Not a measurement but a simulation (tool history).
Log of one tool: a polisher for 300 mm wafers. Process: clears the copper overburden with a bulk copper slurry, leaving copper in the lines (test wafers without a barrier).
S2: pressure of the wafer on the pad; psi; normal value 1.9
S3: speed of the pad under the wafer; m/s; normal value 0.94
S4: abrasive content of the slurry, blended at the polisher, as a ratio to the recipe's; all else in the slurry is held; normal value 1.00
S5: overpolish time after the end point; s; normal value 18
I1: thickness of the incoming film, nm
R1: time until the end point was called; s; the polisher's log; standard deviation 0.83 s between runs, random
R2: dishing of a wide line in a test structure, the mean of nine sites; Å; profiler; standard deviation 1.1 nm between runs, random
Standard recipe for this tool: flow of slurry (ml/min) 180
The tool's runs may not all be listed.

Run 1, hour 0.0: usual settings but S4 1.25; I1 431.2. Result: R1 81.0 s, R2 627 Å.
Run 2, hour 86.6: usual settings but S5 9 s; I1 440.1. Result: R1 88.2 s, R2 323 Å.
At hour 136.1: slurry blender recalibrated.
Run 3, hour 137.1: usual settings but S5 9 s; I1 431.5. Result: R1 87.6 s, R2 325 Å.
Run 4, hour 217.4: usual settings but S5 9 s; I1 438.1. Result: R1 88.1 s, R2 335 Å.
Run 5, hour 279.1: usual settings but S2 1.7 psi; I1 444.0. Result: R1 97.6 s, R2 547 Å.
At hour 295.8: worn pad replaced by a new one.
Run 6, hour 375.6: usual settings but S2 1.7 psi; I1 441.2. Result: R1 97.4 s, R2 532 Å.
Run 7, hour 478.2: usual settings but S2 2.2 psi; I1 427.4. Result: R1 75.3 s, R2 657 Å.
At hour 526.0: slurry nozzle cleaned.
Run 8, hour 582.2: usual settings but S2 2.2 psi; I1 440.2. Result: R1 77.8 s, R2 651 Å.
At hour 592.2: slurry blender recalibrated.
Run 9, hour 653.8: usual settings but S2 2.2 psi; I1 429.1. Result: R1 74.4 s, R2 676 Å.
At hour 701.6: worn pad replaced by a new one.
Run 10, hour 750.8: usual settings; I1 436.7. Result: R1 87.6 s, R2 580 Å.
Run 11, hour 832.9: usual settings; I1 430.5. Result: R1 87.3 s, R2 584 Å.
Run 12, hour 894.9: usual settings; I1 428.7. Result: R1 85.3 s, R2 598 Å.
Run 13, hour 980.9: usual settings but flow of slurry (ml/min) 215, S2 2.2 psi; I1 433.1. Result: R1 75.7 s, R2 690 Å.
Run 14, hour 1031.2: usual settings but S5 25 s; I1 437.2. Result: R1 87.5 s, R2 753 Å.
At hour 1043.8: slurry blender recalibrated.
At hour 1101.7: worn pad replaced by a new one.
At hour 1186.3: head pressure recalibrated.
Run 15, hour 1320.6: usual settings but S2 2.2 psi, S3 0.80 m/s; I1 439.6. Result: R1 92.1 s, R2 579 Å.
Run 16, hour 1371.7: usual settings but S5 13 s; I1 435.9. Result: R1 87.2 s, R2 462 Å.
Run 17, hour 1431.6: usual settings but S3 1.24 m/s, S5 26 s; I1 438.4. Result: R1 66.1 s, R2 938 Å.
At hour 1482.9: slurry nozzle cleaned.
Run 18, hour 1512.1: usual settings but S5 28 s; I1 425.5. Result: R1 85.1 s, R2 824 Å.
At hour 1515.1: slurry blender recalibrated.
At hour 1525.5: worn pad replaced by a new one.
Run 19, hour 1560.4: usual settings but S3 0.80 m/s, S4 1.15, S5 15 s; I1 442.1. Result: R1 100.3 s, R2 451 Å.
Run 20, hour 1621.1: usual settings but S3 1.16 m/s, S5 26 s; I1 441.7. Result: R1 72.0 s, R2 921 Å.
Run 21, hour 1718.1: usual settings but flow of slurry (ml/min) 205, S3 1.22 m/s; I1 431.2. Result: R1 64.9 s, R2 748 Å.
Run 22, hour 1799.0: usual settings but flow of slurry (ml/min) 140; I1 427.9. Result: R1 87.9 s, R2 581 Å.
Run 23, hour 1847.9: usual settings; I1 437.9. Result: R1 88.1 s, R2 590 Å.
Run 24, hour 1908.4: usual settings but S2 2.3 psi; I1 434.7. Result: R1 74.5 s, R2 683 Å.
At hour 1943.1: slurry blender recalibrated.
At hour 1947.2: worn pad replaced by a new one.
Run 25, hour 2013.4: usual settings but S2 1.6 psi, S3 1.08 m/s; I1 439.3. Result: R1 88.3 s, R2 579 Å.
Run 26, hour 2114.4: usual settings; I1 438.2. Result: R1 87.5 s, R2 598 Å.

Each row is a separate what-if for the run after 26, all from the same tool condition, not one after another. Results?
Run A, hour 2114.9: usual settings but S2 1.2 psi; I1 438.3. Result: R1 ?, R2 ?.
Run B, hour 2114.9: usual settings but S2 1.3 psi, S4 0.85; I1 438.3. Result: R1 ?, R2 ?.
Run C, hour 2114.9: usual settings but flow of slurry (ml/min) 130, S2 2.1 psi, S4 0.75, S5 23 s; I1 438.3. Result: R1 ?, R2 ?.

run     R1   R2
  A  128.8  421
  B  126.1  431
  C   90.4  710
Stripped of hidden state, with their random variation kept, the same runs would have yielded:
run     R1   R2
  A  128.8  421
  B  126.1  431
  C   90.4  710

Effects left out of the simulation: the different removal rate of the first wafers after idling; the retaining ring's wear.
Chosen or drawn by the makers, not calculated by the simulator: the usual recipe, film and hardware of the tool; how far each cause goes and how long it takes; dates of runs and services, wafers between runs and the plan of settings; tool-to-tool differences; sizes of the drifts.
